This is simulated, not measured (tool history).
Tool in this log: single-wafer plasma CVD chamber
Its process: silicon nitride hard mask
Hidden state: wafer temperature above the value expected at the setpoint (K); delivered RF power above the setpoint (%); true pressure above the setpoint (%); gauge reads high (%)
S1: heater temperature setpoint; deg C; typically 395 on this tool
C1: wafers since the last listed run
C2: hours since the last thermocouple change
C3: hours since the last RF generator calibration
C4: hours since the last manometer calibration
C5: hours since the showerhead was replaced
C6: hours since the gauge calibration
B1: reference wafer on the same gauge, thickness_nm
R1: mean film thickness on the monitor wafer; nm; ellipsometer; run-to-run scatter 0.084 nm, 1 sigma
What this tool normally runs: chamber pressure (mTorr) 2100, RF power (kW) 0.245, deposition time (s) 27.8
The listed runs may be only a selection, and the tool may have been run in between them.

{"run": 1, "hour": 0.0, "S1": 395, "chamber pressure (mTorr)": 2100, "RF power (kW)": 0.205, "deposition time (s)": 27.8, "C1": 0, "C2": 73.3, "C3": 945.7, "C4": 1357.9, "C5": 3131.0, "C6": 577.9, "B1": 23.7, "R1": 25.385}
{"run": 2, "hour": 23.9, "S1": 395, "chamber pressure (mTorr)": 2100, "RF power (kW)": 0.205, "deposition time (s)": 27.8, "C1": 433, "C2": 97.2, "C3": 969.6, "C4": 1381.8, "C5": 3154.9, "C6": 601.8, "B1": 23.685, "R1": 25.464}
{"run": 3, "hour": 39.4, "S1": 387, "chamber pressure (mTorr)": 2100, "RF power (kW)": 0.245, "deposition time (s)": 27.8, "C1": 280, "C2": 112.7, "C3": 985.1, "C4": 1397.3, "C5": 3170.4, "C6": 617.3, "B1": 23.718, "R1": 28.541}
{"run": 4, "hour": 115.8, "S1": 387, "chamber pressure (mTorr)": 2100, "RF power (kW)": 0.245, "deposition time (s)": 27.8, "C1": 1384, "C2": 189.1, "C3": 1061.5, "C4": 1473.7, "C5": 3246.8, "C6": 693.7, "B1": 23.724, "R1": 28.414}
{"run": 5, "hour": 151.0, "S1": 395, "chamber pressure (mTorr)": 2100, "RF power (kW)": 0.245, "deposition time (s)": 27.8, "C1": 637, "C2": 224.3, "C3": 1096.7, "C4": 1508.9, "C5": 3282.0, "C6": 728.9, "B1": 23.722, "R1": 28.512}
{"run": 6, "hour": 167.2, "S1": 387, "chamber pressure (mTorr)": 2100, "RF power (kW)": 0.245, "deposition time (s)": 30.5, "C1": 293, "C2": 240.5, "C3": 1112.9, "C4": 1525.1, "C5": 3298.2, "C6": 745.1, "B1": 23.717, "R1": 31.172}
{"run": 7, "hour": 200.1, "S1": 405, "chamber pressure (mTorr)": 2100, "RF power (kW)": 0.28, "deposition time (s)": 25.1, "C1": 596, "C2": 273.4, "C3": 1145.8, "C4": 1558.0, "C5": 3331.1, "C6": 778.0, "B1": 23.702, "R1": 27.784}
{"hour": 217.6, "done": "showerhead replaced, of another model than before"}
{"run": 8, "hour": 222.4, "S1": 395, "chamber pressure (mTorr)": 2100, "RF power (kW)": 0.245, "deposition time (s)": 27.8, "C1": 259, "C2": 295.7, "C3": 1168.1, "C4": 1580.3, "C5": 4.8, "C6": 800.3, "B1": 23.685, "R1": 28.541}
{"hour": 237.9, "done": "gauge calibrated"}
{"run": 9, "hour": 255.4, "S1": 395, "chamber pressure (mTorr)": 2100, "RF power (kW)": 0.245, "deposition time (s)": 27.8, "C1": 597, "C2": 328.7, "C3": 1201.1, "C4": 1613.3, "C5": 37.8, "C6": 17.5, "B1": 23.687, "R1": 28.491}
{"hour": 276.6, "done": "RF generator calibrated"}
{"run": 10, "hour": 277.1, "S1": 410, "chamber pressure (mTorr)": 2100, "RF power (kW)": 0.245, "deposition time (s)": 25.7, "C1": 248, "C2": 350.4, "C3": 0.5, "C4": 1635.0, "C5": 59.5, "C6": 39.2, "B1": 23.714, "R1": 26.687}
{"run": 11, "hour": 294.5, "S1": 395, "chamber pressure (mTorr)": 2100, "RF power (kW)": 0.245, "deposition time (s)": 27.8, "C1": 315, "C2": 367.8, "C3": 17.9, "C4": 1652.4, "C5": 76.9, "C6": 56.6, "B1": 23.702, "R1": 29.117}
{"run": 12, "hour": 319.6, "S1": 395, "chamber pressure (mTorr)": 2100, "RF power (kW)": 0.245, "deposition time (s)": 27.8, "C1": 454, "C2": 392.9, "C3": 43.0, "C4": 1677.5, "C5": 102.0, "C6": 81.7, "B1": 23.683, "R1": 29.062}
{"run": 13, "hour": 336.5, "S1": 395, "chamber pressure (mTorr)": 2100, "RF power (kW)": 0.28, "deposition time (s)": 27.8, "C1": 306, "C2": 409.8, "C3": 59.9, "C4": 1694.4, "C5": 118.9, "C6": 98.6, "B1": 23.665, "R1": 31.144}
{"run": 14, "hour": 354.1, "S1": 395, "chamber pressure (mTorr)": 2100, "RF power (kW)": 0.245, "deposition time (s)": 27.8, "C1": 318, "C2": 427.4, "C3": 77.5, "C4": 1712.0, "C5": 136.5, "C6": 116.2, "B1": 23.681, "R1": 29.165}
{"run": 15, "hour": 385.8, "S1": 395, "chamber pressure (mTorr)": 2100, "RF power (kW)": 0.215, "deposition time (s)": 29.9, "C1": 574, "C2": 459.1, "C3": 109.2, "C4": 1743.7, "C5": 168.2, "C6": 147.9, "B1": 23.695, "R1": 29.198}
{"hour": 424.2, "done": "capacitance manometer re-zeroed and calibrated"}
{"run": 16, "hour": 424.7, "S1": 388, "chamber pressure (mTorr)": 2100, "RF power (kW)": 0.245, "deposition time (s)": 25.8, "C1": 559, "C2": 498.0, "C3": 148.1, "C4": 0.5, "C5": 207.1, "C6": 186.8, "B1": 23.695, "R1": 27.047}
{"run": 17, "hour": 455.3, "S1": 395, "chamber pressure (mTorr)": 2300, "RF power (kW)": 0.245, "deposition time (s)": 27.8, "C1": 554, "C2": 528.6, "C3": 178.7, "C4": 31.1, "C5": 237.7, "C6": 217.4, "B1": 23.701, "R1": 29.912}
{"run": 18, "hour": 482.0, "S1": 395, "chamber pressure (mTorr)": 2100, "RF power (kW)": 0.245, "deposition time (s)": 27.8, "C1": 483, "C2": 555.3, "C3": 205.4, "C4": 57.8, "C5": 264.4, "C6": 244.1, "B1": 23.699, "R1": 29.03}
{"run": 19, "hour": 513.0, "S1": 395, "chamber pressure (mTorr)": 2100, "RF power (kW)": 0.285, "deposition time (s)": 23.2, "C1": 561, "C2": 586.3, "C3": 236.4, "C4": 88.8, "C5": 295.4, "C6": 275.1, "B1": 23.719, "R1": 26.247}
{"run": 20, "hour": 530.4, "S1": 395, "chamber pressure (mTorr)": 2100, "RF power (kW)": 0.245, "deposition time (s)": 27.8, "C1": 315, "C2": 603.7, "C3": 253.8, "C4": 106.2, "C5": 312.8, "C6": 292.5, "B1": 23.692, "R1": 29.006}
{"run": 21, "hour": 556.4, "S1": 390, "chamber pressure (mTorr)": 2560, "RF power (kW)": 0.245, "deposition time (s)": 31.0, "C1": 471, "C2": 629.7, "C3": 279.8, "C4": 132.2, "C5": 338.8, "C6": 318.5, "B1": 23.702, "R1": 34.412}
{"run": 22, "hour": 571.0, "S1": 391, "chamber pressure (mTorr)": 1840, "RF power (kW)": 0.215, "deposition time (s)": 30.8, "C1": 264, "C2": 644.3, "C3": 294.4, "C4": 146.8, "C5": 353.4, "C6": 333.1, "B1": 23.689, "R1": 29.04}
{"run": 23, "hour": 583.6, "S1": 395, "chamber pressure (mTorr)": 2100, "RF power (kW)": 0.28, "deposition time (s)": 27.8, "C1": 228, "C2": 656.9, "C3": 307.0, "C4": 159.4, "C5": 366.0, "C6": 345.7, "B1": 23.689, "R1": 30.827}
{"run": 24, "hour": 595.9, "S1": 395, "chamber pressure (mTorr)": 2100, "RF power (kW)": 0.2, "deposition time (s)": 23.0, "C1": 222, "C2": 669.2, "C3": 319.3, "C4": 171.7, "C5": 378.3, "C6": 358.0, "B1": 23.693, "R1": 21.809}
{"run": 25, "hour": 646.8, "S1": 409, "chamber pressure (mTorr)": 2620, "RF power (kW)": 0.215, "deposition time (s)": 33.3, "C1": 922, "C2": 720.1, "C3": 370.2, "C4": 222.6, "C5": 429.2, "C6": 408.9, "B1": 23.682, "R1": 34.357}
{"run": 26, "hour": 673.5, "S1": 404, "chamber pressure (mTorr)": 2100, "RF power (kW)": 0.245, "deposition time (s)": 27.8, "C1": 483, "C2": 746.8, "C3": 396.9, "C4": 249.3, "C5": 455.9, "C6": 435.6, "B1": 23.714, "R1": 28.908}
{"run": 27, "hour": 706.2, "S1": 401, "chamber pressure (mTorr)": 2100, "RF power (kW)": 0.245, "deposition time (s)": 27.8, "C1": 592, "C2": 779.5, "C3": 429.6, "C4": 282.0, "C5": 488.6, "C6": 468.3, "B1": 23.732, "R1": 28.936}
{"run": 28, "hour": 728.5, "S1": 395, "chamber pressure (mTorr)": 2100, "RF power (kW)": 0.245, "deposition time (s)": 27.8, "C1": 404, "C2": 801.8, "C3": 451.9, "C4": 304.3, "C5": 510.9, "C6": 490.6, "B1": 23.696, "R1": 29.036}
{"run": 29, "hour": 744.9, "S1": 395, "chamber pressure (mTorr)": 2100, "RF power (kW)": 0.245, "deposition time (s)": 27.8, "C1": 297, "C2": 818.2, "C3": 468.3, "C4": 320.7, "C5": 527.3, "C6": 507.0, "B1": 23.685, "R1": 28.862}
{"run": 30, "hour": 766.8, "S1": 409, "chamber pressure (mTorr)": 1800, "RF power (kW)": 0.275, "deposition time (s)": 27.8, "C1": 396, "C2": 840.1, "C3": 490.2, "C4": 342.6, "C5": 549.2, "C6": 528.9, "B1": 23.71, "R1": 29.199}

Results per run with the tool's hidden condition removed, run-to-run variation unchanged:
run=1 R1=25.923
run=2 R1=26.032
run=3 R1=29.165
run=4 R1=29.136
run=5 R1=29.285
run=6 R1=32.044
run=7 R1=28.594
run=8 R1=29.172
run=9 R1=29.158
run=10 R1=26.761
run=11 R1=29.198
run=12 R1=29.144
run=13 R1=31.232
run=14 R1=29.248
run=15 R1=29.289
run=16 R1=27.132
run=17 R1=30.010
run=18 R1=29.130
run=19 R1=26.343
run=20 R1=29.115
run=21 R1=34.550
run=22 R1=29.167
run=23 R1=30.958
run=24 R1=21.910
run=25 R1=34.535
run=26 R1=29.059
run=27 R1=29.100
run=28 R1=29.210
run=29 R1=29.041
run=30 R1=29.390

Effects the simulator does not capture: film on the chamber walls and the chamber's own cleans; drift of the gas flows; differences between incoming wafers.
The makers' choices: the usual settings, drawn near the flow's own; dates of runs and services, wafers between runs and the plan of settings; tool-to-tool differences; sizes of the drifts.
